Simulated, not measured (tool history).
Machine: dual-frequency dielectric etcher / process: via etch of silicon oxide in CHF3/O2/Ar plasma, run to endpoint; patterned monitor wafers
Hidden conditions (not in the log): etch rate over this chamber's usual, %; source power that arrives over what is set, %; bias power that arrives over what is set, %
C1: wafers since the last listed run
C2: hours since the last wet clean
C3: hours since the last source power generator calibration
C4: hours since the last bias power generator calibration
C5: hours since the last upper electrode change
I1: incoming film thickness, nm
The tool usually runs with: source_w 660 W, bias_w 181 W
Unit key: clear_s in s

{"run": 1, "day": 0.0, "source_w": 550, "bias_w": 154, "C1": 0, "C2": 157.2, "C3": 2893.5, "C4": 4086.4, "C5": 2510.4, "I1": 439.2, "clear_s": 249.7}
{"run": 2, "day": 4.25, "source_w": 760, "bias_w": 150, "C1": 500, "C2": 259.2, "C3": 2995.5, "C4": 4188.4, "C5": 2612.4, "I1": 444.0, "clear_s": 217.2}
{"run": 3, "day": 6.0, "source_w": 660, "bias_w": 192, "C1": 206, "C2": 301.2, "C3": 3037.5, "C4": 4230.4, "C5": 2654.4, "I1": 438.4, "clear_s": 203.5}
{"run": 4, "day": 8.708, "source_w": 660, "bias_w": 192, "C1": 319, "C2": 366.2, "C3": 3102.5, "C4": 4295.4, "C5": 2719.4, "I1": 436.0, "clear_s": 201.4}
{"run": 5, "day": 13.192, "source_w": 660, "bias_w": 167, "C1": 528, "C2": 473.8, "C3": 3210.1, "C4": 4403.0, "C5": 2827.0, "I1": 439.3, "clear_s": 213.8}
{"day": 15.738, "done": "wet clean of the chamber"}
{"run": 6, "day": 17.404, "source_w": 660, "bias_w": 167, "C1": 378, "C2": 40.0, "C3": 3311.2, "C4": 4504.1, "C5": 2928.1, "I1": 438.9, "clear_s": 224.5}
{"run": 7, "day": 20.779, "source_w": 660, "bias_w": 167, "C1": 397, "C2": 121.0, "C3": 3392.2, "C4": 4585.1, "C5": 3009.1, "I1": 440.0, "clear_s": 223.5}
{"run": 8, "day": 24.467, "source_w": 660, "bias_w": 181, "C1": 434, "C2": 209.5, "C3": 3480.7, "C4": 4673.6, "C5": 3097.6, "I1": 438.0, "clear_s": 212.6}
{"run": 9, "day": 26.65, "source_w": 660, "bias_w": 181, "C1": 257, "C2": 261.9, "C3": 3533.1, "C4": 4726.0, "C5": 3150.0, "I1": 438.5, "clear_s": 211.7}
{"run": 10, "day": 30.888, "source_w": 660, "bias_w": 181, "C1": 499, "C2": 363.6, "C3": 3634.8, "C4": 4827.7, "C5": 3251.7, "I1": 436.2, "clear_s": 208.6}
{"run": 11, "day": 34.125, "source_w": 660, "bias_w": 181, "C1": 381, "C2": 441.3, "C3": 3712.5, "C4": 4905.4, "C5": 3329.4, "I1": 441.0, "clear_s": 208.4}
{"run": 12, "day": 37.958, "source_w": 660, "bias_w": 181, "C1": 451, "C2": 533.3, "C3": 3804.5, "C4": 4997.4, "C5": 3421.4, "I1": 439.7, "clear_s": 209.4}
{"day": 41.471, "done": "wet clean of the chamber"}
{"run": 13, "day": 42.171, "source_w": 660, "bias_w": 181, "C1": 378, "C2": 16.8, "C3": 3905.6, "C4": 5098.5, "C5": 3522.5, "I1": 434.7, "clear_s": 212.0}
{"run": 14, "day": 48.512, "source_w": 660, "bias_w": 215, "C1": 747, "C2": 169.0, "C3": 4057.8, "C4": 5250.7, "C5": 3674.7, "I1": 436.2, "clear_s": 194.4}
{"run": 15, "day": 51.358, "source_w": 660, "bias_w": 215, "C1": 335, "C2": 237.3, "C3": 4126.1, "C4": 5319.0, "C5": 3743.0, "I1": 437.6, "clear_s": 193.2}
{"day": 53.6, "done": "bias power generator calibrated"}
{"run": 16, "day": 53.908, "source_w": 660, "bias_w": 181, "C1": 280, "C2": 298.5, "C3": 4187.3, "C4": 7.4, "C5": 3804.2, "I1": 435.6, "clear_s": 207.7}
{"run": 17, "day": 56.742, "source_w": 660, "bias_w": 181, "C1": 333, "C2": 366.5, "C3": 4255.3, "C4": 75.4, "C5": 3872.2, "I1": 442.5, "clear_s": 209.4}
{"run": 18, "day": 60.021, "source_w": 660, "bias_w": 181, "C1": 386, "C2": 445.2, "C3": 4334.0, "C4": 154.1, "C5": 3950.9, "I1": 440.8, "clear_s": 210.8}
{"run": 19, "day": 61.779, "source_w": 660, "bias_w": 181, "C1": 207, "C2": 487.4, "C3": 4376.2, "C4": 196.3, "C5": 3993.1, "I1": 435.5, "clear_s": 205.8}
{"day": 63.254, "done": "wet clean of the chamber"}
{"run": 20, "day": 64.0, "source_w": 610, "bias_w": 212, "C1": 143, "C2": 17.9, "C3": 4429.5, "C4": 249.6, "C5": 4046.4, "I1": 437.9, "clear_s": 206.7}
{"run": 21, "day": 67.758, "source_w": 790, "bias_w": 162, "C1": 442, "C2": 108.1, "C3": 4519.7, "C4": 339.8, "C5": 4136.6, "I1": 438.2, "clear_s": 210.7}
{"day": 71.117, "done": "upper electrode replaced, of another model than before"}
{"run": 22, "day": 72.029, "source_w": 560, "bias_w": 224, "C1": 385, "C2": 210.6, "C3": 4622.2, "C4": 442.3, "C5": 21.9, "I1": 440.2, "clear_s": 213.0}
{"run": 23, "day": 75.975, "source_w": 720, "bias_w": 215, "C1": 464, "C2": 305.3, "C3": 4716.9, "C4": 537.0, "C5": 116.6, "I1": 441.9, "clear_s": 199.4}
{"day": 79.796, "done": "source power generator calibrated"}
{"run": 24, "day": 80.212, "source_w": 580, "bias_w": 162, "C1": 479, "C2": 407.0, "C3": 10.0, "C4": 638.7, "C5": 218.3, "I1": 440.4, "clear_s": 223.1}
{"run": 25, "day": 83.933, "source_w": 770, "bias_w": 216, "C1": 438, "C2": 496.3, "C3": 99.3, "C4": 728.0, "C5": 307.6, "I1": 434.9, "clear_s": 183.9}
{"day": 87.475, "done": "wet clean of the chamber"}
{"run": 26, "day": 87.496, "source_w": 770, "bias_w": 210, "C1": 301, "C2": 0.5, "C3": 184.8, "C4": 813.5, "C5": 393.1, "I1": 435.9, "clear_s": 195.6}
{"run": 27, "day": 89.267, "source_w": 660, "bias_w": 148, "C1": 208, "C2": 43.0, "C3": 227.3, "C4": 856.0, "C5": 435.6, "I1": 436.2, "clear_s": 223.8}
{"run": 28, "day": 92.642, "source_w": 790, "bias_w": 148, "C1": 397, "C2": 124.0, "C3": 308.3, "C4": 937.0, "C5": 516.6, "I1": 437.0, "clear_s": 209.3}
{"run": 29, "day": 96.167, "source_w": 510, "bias_w": 221, "C1": 415, "C2": 208.6, "C3": 392.9, "C4": 1021.6, "C5": 601.2, "I1": 440.6, "clear_s": 218.1}
{"run": 30, "day": 99.154, "source_w": 660, "bias_w": 197, "C1": 351, "C2": 280.3, "C3": 464.6, "C4": 1093.3, "C5": 672.9, "I1": 436.8, "clear_s": 206.5}
{"run": 31, "day": 103.288, "source_w": 740, "bias_w": 181, "C1": 486, "C2": 379.5, "C3": 563.8, "C4": 1192.5, "C5": 772.1, "I1": 442.2, "clear_s": 201.7}
{"run": 32, "day": 107.571, "source_w": 660, "bias_w": 136, "C1": 504, "C2": 482.3, "C3": 666.6, "C4": 1295.3, "C5": 874.9, "I1": 441.1, "clear_s": 221.4}
{"day": 109.892, "done": "wet clean of the chamber"}
{"run": 33, "day": 110.983, "source_w": 580, "bias_w": 201, "C1": 284, "C2": 26.2, "C3": 748.5, "C4": 1377.2, "C5": 956.8, "I1": 437.8, "clear_s": 217.7}
{"run": 34, "day": 112.858, "source_w": 660, "bias_w": 181, "C1": 220, "C2": 71.2, "C3": 793.5, "C4": 1422.2, "C5": 1001.8, "I1": 436.5, "clear_s": 215.4}
{"run": 35, "day": 117.312, "source_w": 660, "bias_w": 181, "C1": 524, "C2": 178.1, "C3": 900.4, "C4": 1529.1, "C5": 1108.7, "I1": 436.1, "clear_s": 212.7}
{"run": 36, "day": 119.088, "source_w": 660, "bias_w": 181, "C1": 209, "C2": 220.7, "C3": 943.0, "C4": 1571.7, "C5": 1151.3, "I1": 439.9, "clear_s": 214.2}

Per-run results on a tool with no hidden state, each run keeping its own random variation:
run=1 clear_s=254.1
run=2 clear_s=223.1
run=3 clear_s=209.8
run=4 clear_s=208.8
run=5 clear_s=223.8
run=6 clear_s=223.7
run=7 clear_s=224.4
run=8 clear_s=215.1
run=9 clear_s=215.3
run=10 clear_s=214.1
run=11 clear_s=215.4
run=12 clear_s=218.2
run=13 clear_s=212.3
run=14 clear_s=197.4
run=15 clear_s=197.3
run=16 clear_s=213.3
run=17 clear_s=216.4
run=18 clear_s=219.4
run=19 clear_s=215.0
run=20 clear_s=205.0
run=21 clear_s=210.7
run=22 clear_s=215.0
run=23 clear_s=203.1
run=24 clear_s=229.3
run=25 clear_s=190.6
run=26 clear_s=196.2
run=27 clear_s=225.3
run=28 clear_s=212.4
run=29 clear_s=223.0
run=30 clear_s=212.4
run=31 clear_s=209.3
run=32 clear_s=232.0
run=33 clear_s=216.6
run=34 clear_s=215.2
run=35 clear_s=214.6
run=36 clear_s=217.0
